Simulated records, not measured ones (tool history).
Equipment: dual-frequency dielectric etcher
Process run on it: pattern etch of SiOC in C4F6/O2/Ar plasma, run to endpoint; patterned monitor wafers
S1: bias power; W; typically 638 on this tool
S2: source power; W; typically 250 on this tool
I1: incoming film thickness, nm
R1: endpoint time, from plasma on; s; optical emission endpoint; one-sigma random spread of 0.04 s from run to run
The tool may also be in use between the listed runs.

{"run": 1, "hour": 0.0, "S1": 638, "S2": 250, "I1": 37.22, "R1": 12.5}
{"run": 2, "hour": 14.1, "S1": 638, "S2": 250, "I1": 36.92, "R1": 12.4}
{"run": 3, "hour": 31.9, "S1": 528, "S2": 250, "I1": 37.37, "R1": 13.3}
{"run": 4, "hour": 47.8, "S1": 638, "S2": 230, "I1": 37.36, "R1": 12.9}
{"run": 5, "hour": 62.8, "S1": 638, "S2": 230, "I1": 37.34, "R1": 12.9}
{"run": 6, "hour": 69.4, "S1": 638, "S2": 230, "I1": 37.15, "R1": 12.9}
{"run": 7, "hour": 87.1, "S1": 638, "S2": 250, "I1": 37.06, "R1": 12.4}
{"run": 8, "hour": 101.1, "S1": 638, "S2": 250, "I1": 36.85, "R1": 12.2}
{"run": 9, "hour": 112.9, "S1": 638, "S2": 250, "I1": 36.99, "R1": 12.2}
{"run": 10, "hour": 125.5, "S1": 638, "S2": 270, "I1": 37.28, "R1": 12}
{"run": 11, "hour": 135.2, "S1": 638, "S2": 270, "I1": 36.78, "R1": 11.9}
{"run": 12, "hour": 142.9, "S1": 638, "S2": 270, "I1": 36.97, "R1": 11.9}
{"run": 13, "hour": 152.6, "S1": 749, "S2": 270, "I1": 36.86, "R1": 11.2}
{"run": 14, "hour": 161.7, "S1": 513, "S2": 250, "I1": 37.24, "R1": 13.4}
{"run": 15, "hour": 203.6, "S1": 516, "S2": 250, "I1": 37.32, "R1": 13.3}
{"run": 16, "hour": 212.0, "S1": 638, "S2": 250, "I1": 36.8, "R1": 12.2}
{"run": 17, "hour": 221.6, "S1": 747, "S2": 220, "I1": 37.01, "R1": 12.3}
{"run": 18, "hour": 238.9, "S1": 638, "S2": 250, "I1": 36.8, "R1": 12.1}
{"run": 19, "hour": 249.5, "S1": 689, "S2": 220, "I1": 36.74, "R1": 12.5}
{"hour": 281.7, "done": "wet clean of the chamber"}
{"run": 20, "hour": 282.2, "S1": 507, "S2": 210, "I1": 37.22, "R1": 14.8}
{"run": 21, "hour": 282.5, "S1": 721, "S2": 250, "I1": 37.42, "R1": 12.3}
{"run": 22, "hour": 286.1, "S1": 733, "S2": 270, "I1": 36.93, "R1": 11.6}
{"run": 23, "hour": 301.7, "S1": 486, "S2": 210, "I1": 37.13, "R1": 14.9}
{"hour": 317.2, "done": "source power generator calibrated"}
{"hour": 320.2, "done": "bias power generator calibrated"}
{"run": 24, "hour": 328.1, "S1": 638, "S2": 250, "I1": 37.16, "R1": 12.6}
{"hour": 356.5, "done": "upper electrode replaced"}
{"run": 25, "hour": 357.0, "S1": 782, "S2": 250, "I1": 37.27, "R1": 11.8}
{"run": 26, "hour": 360.8, "S1": 638, "S2": 250, "I1": 37.13, "R1": 12.6}
{"run": 27, "hour": 378.0, "S1": 779, "S2": 300, "I1": 36.85, "R1": 10.8}
{"run": 28, "hour": 384.1, "S1": 754, "S2": 230, "I1": 36.96, "R1": 12.3}
{"run": 29, "hour": 399.6, "S1": 638, "S2": 250, "I1": 36.97, "R1": 12.5}
{"run": 30, "hour": 441.0, "S1": 695, "S2": 210, "I1": 37.13, "R1": 13.1}
{"run": 31, "hour": 455.9, "S1": 526, "S2": 210, "I1": 36.77, "R1": 14.3}
{"run": 32, "hour": 471.4, "S1": 688, "S2": 280, "I1": 36.86, "R1": 11.6}
{"run": 33, "hour": 489.2, "S1": 719, "S2": 250, "I1": 37.4, "R1": 12.1}
{"run": 34, "hour": 499.9, "S1": 782, "S2": 200, "I1": 36.98, "R1": 12.7}
{"run": 35, "hour": 509.1, "S1": 553, "S2": 270, "I1": 36.66, "R1": 12.7}

Here are 4 independent what-if runs from the current tool condition. What would each one return?
{"run": "A", "hour": 509.5, "S1": 706, "S2": 250, "I1": 37.33, "R1": "?"}
{"run": "B", "hour": 509.5, "S1": 739, "S2": 250, "I1": 37.33, "R1": "?"}
{"run": "C", "hour": 509.5, "S1": 638, "S2": 200, "I1": 37.33, "R1": "?"}
{"run": "D", "hour": 509.5, "S1": 504, "S2": 290, "I1": 37.33, "R1": "?"}

run=A R1=12.2
run=B R1=12
run=C R1=13.8
run=D R1=12.9
With no hidden state in the tool, these same runs would have given:
run=A R1=12.3
run=B R1=12.1
run=C R1=13.9
run=D R1=13
